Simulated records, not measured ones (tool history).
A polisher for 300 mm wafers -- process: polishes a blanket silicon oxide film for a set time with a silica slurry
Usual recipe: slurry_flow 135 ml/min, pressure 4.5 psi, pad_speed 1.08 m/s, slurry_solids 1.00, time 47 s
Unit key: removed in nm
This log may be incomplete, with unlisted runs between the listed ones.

run	hour	slurry_flow	pressure	pad_speed	slurry_solids	time	wafers since the last listed run	wafers polished on this pad	hours since the slurry nozzle was cleaned	hours since the head pressure was calibrated	hours since the slurry blender was calibrated	hours since the conditioning disc was replaced	incoming thickness of the incoming film, nm	removed
1	0.0	135	4.5	1.08	1.00	57	0	3065	578.9	430.0	89.9	398.4	960.4	155.4
2	76.9	135	4.9	1.08	1.00	47	640	3706	655.8	506.9	166.8	475.3	962.5	136.3
# hour 89.0: worn pad replaced by a new one
# hour 130.2: head pressure recalibrated
# hour 155.1: conditioning disc replaced and pad reconditioned
# hour 185.4: slurry nozzle cleaned
3	185.9	135	4.9	1.08	1.00	47	833	765	0.5	55.7	275.8	30.8	957.5	152.8
4	248.5	135	4.5	1.08	1.00	47	521	1287	63.1	118.3	338.4	93.4	949.3	139.0
5	324.1	135	4.5	1.08	1.00	47	630	1917	138.7	193.9	414.0	169.0	948.5	133.7
# hour 401.9: slurry blender recalibrated
6	414.1	135	4.5	1.08	1.00	47	733	2650	228.7	283.9	12.2	259.0	938.3	135.3
7	514.7	145	4.5	1.08	1.00	47	838	3489	329.3	384.5	112.8	359.6	962.5	131.6
# hour 533.5: worn pad replaced by a new one
8	592.3	175	4.5	1.08	1.00	47	613	490	406.9	462.1	190.4	437.2	940.7	129.6
# hour 644.8: conditioning disc replaced and pad reconditioned
9	660.1	135	4.5	1.08	1.00	47	548	1038	474.7	529.9	258.2	15.3	946.9	138.9
# hour 668.6: head pressure recalibrated
10	704.1	135	4.5	1.08	1.00	47	350	1388	518.7	35.5	302.2	59.3	957.8	135.7
11	794.6	170	5.9	0.72	1.00	47	754	2143	609.2	126.0	392.7	149.8	948.1	132.0
12	832.8	135	4.5	0.70	1.00	47	318	2461	647.4	164.2	430.9	188.0	933.9	100.4
# hour 904.8: slurry nozzle cleaned
13	931.6	135	4.5	1.08	1.00	57	815	3276	26.8	263.0	529.7	286.8	944.6	158.2
# hour 965.6: slurry blender recalibrated
# hour 988.2: worn pad replaced by a new one
14	1021.5	170	4.5	1.08	1.00	47	699	277	116.7	352.9	55.9	376.7	958.5	132.3
15	1075.3	135	4.0	1.42	1.00	47	448	726	170.5	406.7	109.7	430.5	952.0	141.6
16	1133.6	135	3.8	0.94	1.00	41	485	1212	228.8	465.0	168.0	488.8	953.6	85.0
17	1192.6	165	3.2	1.26	1.00	56	491	1703	287.8	524.0	227.0	547.8	938.9	121.0
# hour 1196.3: conditioning disc replaced and pad reconditioned
# hour 1230.0: head pressure recalibrated
18	1254.3	135	5.5	1.08	1.00	47	480	2184	349.5	24.3	288.7	58.0	956.4	167.9
19	1312.8	125	4.5	1.08	1.00	56	487	2672	408.0	82.8	347.2	116.5	938.7	163.2
20	1362.9	135	4.5	1.08	1.00	47	417	3089	458.1	132.9	397.3	166.6	939.1	134.8
21	1445.9	135	4.5	1.08	1.25	47	691	3781	541.1	215.9	480.3	249.6	959.3	145.9
# hour 1475.2: worn pad replaced by a new one
22	1518.2	135	4.9	1.08	1.00	47	569	358	613.4	288.2	552.6	321.9	946.7	142.1
# hour 1530.1: slurry blender recalibrated
23	1590.8	135	4.5	1.08	1.00	47	588	946	686.0	360.8	60.7	394.5	948.9	125.1
# hour 1661.0: conditioning disc replaced and pad reconditioned
24	1669.6	135	3.1	1.08	1.00	47	640	1587	764.8	439.6	139.5	8.6	947.0	101.8

Here are 5 independent what-if runs from the current tool condition. What would each one return?
A	1670.0	135	4.5	1.08	1.00	40	3	1590	765.2	440.0	139.9	9.0	943.3	?
B	1670.0	135	4.5	0.82	1.00	47	3	1590	765.2	440.0	139.9	9.0	943.3	?
C	1670.0	160	4.5	0.82	1.00	47	3	1590	765.2	440.0	139.9	9.0	943.3	?
D	1670.0	100	4.5	1.20	1.00	59	3	1590	765.2	440.0	139.9	9.0	943.3	?
E	1670.0	135	3.6	1.08	1.00	47	3	1590	765.2	440.0	139.9	9.0	943.3	?

run	removed
A	119.6
B	114.2
C	116.6
D	184.0
E	113.6
What these runs would have given with no unlogged condition in the tool:
run	removed
A	121.9
B	115.9
C	118.3
D	187.8
E	115.3

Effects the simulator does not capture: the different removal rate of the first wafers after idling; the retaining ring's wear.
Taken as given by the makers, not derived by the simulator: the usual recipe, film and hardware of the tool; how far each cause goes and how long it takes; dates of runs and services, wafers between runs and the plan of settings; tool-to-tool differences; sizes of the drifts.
